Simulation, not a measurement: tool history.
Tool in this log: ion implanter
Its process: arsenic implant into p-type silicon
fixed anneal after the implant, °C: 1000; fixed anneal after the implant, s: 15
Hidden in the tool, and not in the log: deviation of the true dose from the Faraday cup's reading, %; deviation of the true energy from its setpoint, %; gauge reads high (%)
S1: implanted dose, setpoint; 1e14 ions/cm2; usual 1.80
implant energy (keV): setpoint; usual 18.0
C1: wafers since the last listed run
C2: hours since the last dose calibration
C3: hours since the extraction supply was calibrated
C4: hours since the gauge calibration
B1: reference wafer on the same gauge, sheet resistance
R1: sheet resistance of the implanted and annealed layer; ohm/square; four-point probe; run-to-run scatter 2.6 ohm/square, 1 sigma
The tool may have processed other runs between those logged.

run 1 hour=0.0 | S1=1.80 implant_energy_(keV)=18.0 | C1=0 C2=471.5 C3=4287.6 C4=5.2 | B1=420.84 | R1=465.46
run 2 hour=14.8 | S1=1.80 implant_energy_(keV)=18.0 | C1=514 C2=486.3 C3=4302.4 C4=20.0 | B1=419.67 | R1=466.38
run 3 hour=35.1 | S1=1.80 implant_energy_(keV)=18.0 | C1=705 C2=506.6 C3=4322.7 C4=40.3 | B1=419.76 | R1=466.08
run 4 hour=54.7 | S1=1.80 implant_energy_(keV)=18.0 | C1=680 C2=526.2 C3=4342.3 C4=59.9 | B1=420.23 | R1=469.99
run 5 hour=82.1 | S1=1.80 implant_energy_(keV)=18.0 | C1=951 C2=553.6 C3=4369.7 C4=87.3 | B1=419.09 | R1=463.85
run 6 hour=110.9 | S1=1.80 implant_energy_(keV)=18.0 | C1=1000 C2=582.4 C3=4398.5 C4=116.1 | B1=419.76 | R1=466.87
run 7 hour=136.1 | S1=1.80 implant_energy_(keV)=18.0 | C1=875 C2=607.6 C3=4423.7 C4=141.3 | B1=420.21 | R1=463.70
run 8 hour=161.0 | S1=1.80 implant_energy_(keV)=15.0 | C1=865 C2=632.5 C3=4448.6 C4=166.2 | B1=420.30 | R1=477.53
run 9 hour=181.5 | S1=1.80 implant_energy_(keV)=15.0 | C1=712 C2=653.0 C3=4469.1 C4=186.7 | B1=419.02 | R1=474.70
run 10 hour=201.2 | S1=1.80 implant_energy_(keV)=15.0 | C1=684 C2=672.7 C3=4488.8 C4=206.4 | B1=420.36 | R1=481.04
run 11 hour=223.9 | S1=2.04 implant_energy_(keV)=18.0 | C1=788 C2=695.4 C3=4511.5 C4=229.1 | B1=420.03 | R1=426.53
-- hour=237.9 extraction supply calibrated
run 12 hour=257.1 | S1=1.80 implant_energy_(keV)=18.0 | C1=875 C2=728.6 C3=19.2 C4=262.3 | B1=419.84 | R1=471.43
run 13 hour=271.6 | S1=1.80 implant_energy_(keV)=18.0 | C1=503 C2=743.1 C3=33.7 C4=276.8 | B1=419.90 | R1=467.38
run 14 hour=292.8 | S1=1.80 implant_energy_(keV)=18.0 | C1=736 C2=764.3 C3=54.9 C4=298.0 | B1=419.52 | R1=470.72
run 15 hour=323.4 | S1=1.47 implant_energy_(keV)=15.5 | C1=1063 C2=794.9 C3=85.5 C4=328.6 | B1=419.05 | R1=553.74
run 16 hour=339.6 | S1=1.47 implant_energy_(keV)=15.5 | C1=562 C2=811.1 C3=101.7 C4=344.8 | B1=419.67 | R1=551.98
run 17 hour=358.1 | S1=2.19 implant_energy_(keV)=15.5 | C1=642 C2=829.6 C3=120.2 C4=363.3 | B1=420.25 | R1=413.05
run 18 hour=372.8 | S1=1.80 implant_energy_(keV)=18.0 | C1=510 C2=844.3 C3=134.9 C4=378.0 | B1=420.32 | R1=465.12
run 19 hour=399.8 | S1=1.95 implant_energy_(keV)=21.5 | C1=938 C2=871.3 C3=161.9 C4=405.0 | B1=419.51 | R1=428.19
-- hour=433.5 Faraday cup replaced and dose calibrated
run 20 hour=434.0 | S1=1.80 implant_energy_(keV)=18.0 | C1=910 C2=0.5 C3=196.1 C4=439.2 | B1=419.96 | R1=453.63
run 21 hour=442.2 | S1=1.80 implant_energy_(keV)=18.0 | C1=284 C2=8.7 C3=204.3 C4=447.4 | B1=419.15 | R1=456.16
run 22 hour=465.2 | S1=1.80 implant_energy_(keV)=18.0 | C1=799 C2=31.7 C3=227.3 C4=470.4 | B1=419.80 | R1=455.94
run 23 hour=498.2 | S1=1.80 implant_energy_(keV)=15.5 | C1=1146 C2=64.7 C3=260.3 C4=503.4 | B1=420.89 | R1=472.13
run 24 hour=525.2 | S1=2.25 implant_energy_(keV)=22.0 | C1=938 C2=91.7 C3=287.3 C4=530.4 | B1=420.86 | R1=377.91
run 25 hour=539.2 | S1=2.17 implant_energy_(keV)=23.5 | C1=486 C2=105.7 C3=301.3 C4=544.4 | B1=420.98 | R1=385.14
-- hour=546.0 gauge calibrated
run 26 hour=562.1 | S1=1.80 implant_energy_(keV)=18.0 | C1=795 C2=128.6 C3=324.2 C4=16.1 | B1=419.89 | R1=462.65
run 27 hour=576.4 | S1=1.32 implant_energy_(keV)=21.0 | C1=496 C2=142.9 C3=338.5 C4=30.4 | B1=420.12 | R1=567.66
run 28 hour=603.4 | S1=2.09 implant_energy_(keV)=22.5 | C1=938 C2=169.9 C3=365.5 C4=57.4 | B1=419.84 | R1=407.04
run 29 hour=638.7 | S1=1.36 implant_energy_(keV)=18.0 | C1=1226 C2=205.2 C3=400.8 C4=92.7 | B1=421.73 | R1=566.43
run 30 hour=650.8 | S1=2.01 implant_energy_(keV)=15.0 | C1=420 C2=217.3 C3=412.9 C4=104.8 | B1=419.90 | R1=440.02
run 31 hour=672.4 | S1=1.80 implant_energy_(keV)=18.0 | C1=750 C2=238.9 C3=434.5 C4=126.4 | B1=420.33 | R1=463.02
run 32 hour=690.1 | S1=1.80 implant_energy_(keV)=18.0 | C1=614 C2=256.6 C3=452.2 C4=144.1 | B1=419.93 | R1=465.65
run 33 hour=707.8 | S1=1.96 implant_energy_(keV)=18.0 | C1=614 C2=274.3 C3=469.9 C4=161.8 | B1=420.53 | R1=437.70
run 34 hour=743.2 | S1=2.13 implant_energy_(keV)=20.0 | C1=1229 C2=309.7 C3=505.3 C4=197.2 | B1=419.47 | R1=407.03
run 35 hour=760.0 | S1=1.35 implant_energy_(keV)=18.0 | C1=583 C2=326.5 C3=522.1 C4=214.0 | B1=420.70 | R1=578.19
run 36 hour=774.2 | S1=2.33 implant_energy_(keV)=21.0 | C1=493 C2=340.7 C3=536.3 C4=228.2 | B1=420.65 | R1=374.82
run 37 hour=803.6 | S1=2.23 implant_energy_(keV)=14.0 | C1=1021 C2=370.1 C3=565.7 C4=257.6 | B1=419.80 | R1=413.35

Take each entry between the runs: how does the hidden state at the last listed run before it differ from the hidden state at the first listed run after it?
In the gap between runs 11 and 12: extraction supply calibrated (hour 237.9)
  deviation of the true dose from the Faraday cup's reading, %: -4.14 -> -4.19
  measured minus no-state result, R1: +13.23 -> +14.74 ohm/square
In the gap between runs 19 and 20: Faraday cup replaced and dose calibrated (hour 433.5)
  deviation of the true dose from the Faraday cup's reading, %: -4.38 -> -0.598
  measured minus no-state result, R1: +13.91 -> +2.02 ohm/square
In the gap between runs 25 and 26: gauge calibrated (hour 546.0)
  deviation of the true dose from the Faraday cup's reading, %: -2.12 -> -2.39
  measured minus no-state result, R1: +6.05 -> +8.22 ohm/square
